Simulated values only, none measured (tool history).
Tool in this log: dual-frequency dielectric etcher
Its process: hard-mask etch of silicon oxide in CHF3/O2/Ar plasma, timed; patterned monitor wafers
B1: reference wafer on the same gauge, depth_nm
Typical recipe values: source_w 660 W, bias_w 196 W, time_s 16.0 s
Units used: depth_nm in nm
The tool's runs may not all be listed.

Run 1, hour 0.0: usual settings; B1 33.55. Result: depth_nm 34.51 nm.
Run 2, hour 6.9: usual settings; B1 33.55. Result: depth_nm 34.58 nm.
Run 3, hour 19.6: usual settings; B1 33.52. Result: depth_nm 34.63 nm.
Run 4, hour 27.4: usual settings but time_s 17.5 s; B1 33.46. Result: depth_nm 37.89 nm.
Run 5, hour 36.2: usual settings but time_s 17.5 s; B1 33.48. Result: depth_nm 38.00 nm.
Run 6, hour 43.6: usual settings but time_s 17.5 s; B1 33.48. Result: depth_nm 37.81 nm.
Run 7, hour 55.6: usual settings but source_w 590 W; B1 33.50. Result: depth_nm 32.78 nm.
Run 8, hour 62.1: usual settings but source_w 590 W; B1 33.50. Result: depth_nm 32.90 nm.
Run 9, hour 68.5: usual settings but bias_w 164 W, time_s 11.5 s; B1 33.49. Result: depth_nm 23.35 nm.
Run 10, hour 80.3: usual settings but bias_w 168 W, time_s 19.5 s; B1 33.50. Result: depth_nm 39.70 nm.
At hour 108.2: upper electrode replaced.
At hour 110.4: wet clean of the chamber.
At hour 111.6: bias power generator calibrated.
Run 11, hour 112.1: usual settings; B1 33.45. Result: depth_nm 33.71 nm.
Run 12, hour 112.4: usual settings but source_w 580 W, bias_w 210 W, time_s 12.0 s; B1 33.52. Result: depth_nm 24.56 nm.
At hour 118.4: gauge calibrated.
At hour 124.7: source power generator calibrated.
Run 13, hour 125.2: usual settings but source_w 570 W, bias_w 208 W, time_s 20.5 s; B1 33.53. Result: depth_nm 41.41 nm.
Run 14, hour 128.8: usual settings but source_w 720 W, time_s 20.0 s; B1 33.49. Result: depth_nm 44.11 nm.
Run 15, hour 165.3: usual settings; B1 33.53. Result: depth_nm 33.91 nm.
Run 16, hour 172.5: usual settings; B1 33.52. Result: depth_nm 33.99 nm.

Predict each of these 3 candidate next runs independently; none follows another, all start after run 16:
Run A, hour 172.9: usual settings but time_s 19.5 s; B1 ?. Result: depth_nm ?.
Run B, hour 172.9: usual settings but source_w 790 W, bias_w 209 W, time_s 14.5 s; B1 ?. Result: depth_nm ?.
Run C, hour 172.9: usual settings but source_w 730 W, time_s 12.0 s; B1 ?. Result: depth_nm ?.

run     B1  depth_nm
  A  33.51     41.28
  B  33.51     34.34
  C  33.51     26.67
Without the tool's hidden state the same runs would have given:
run  depth_nm
  A     40.78
  B     33.93
  C     26.35
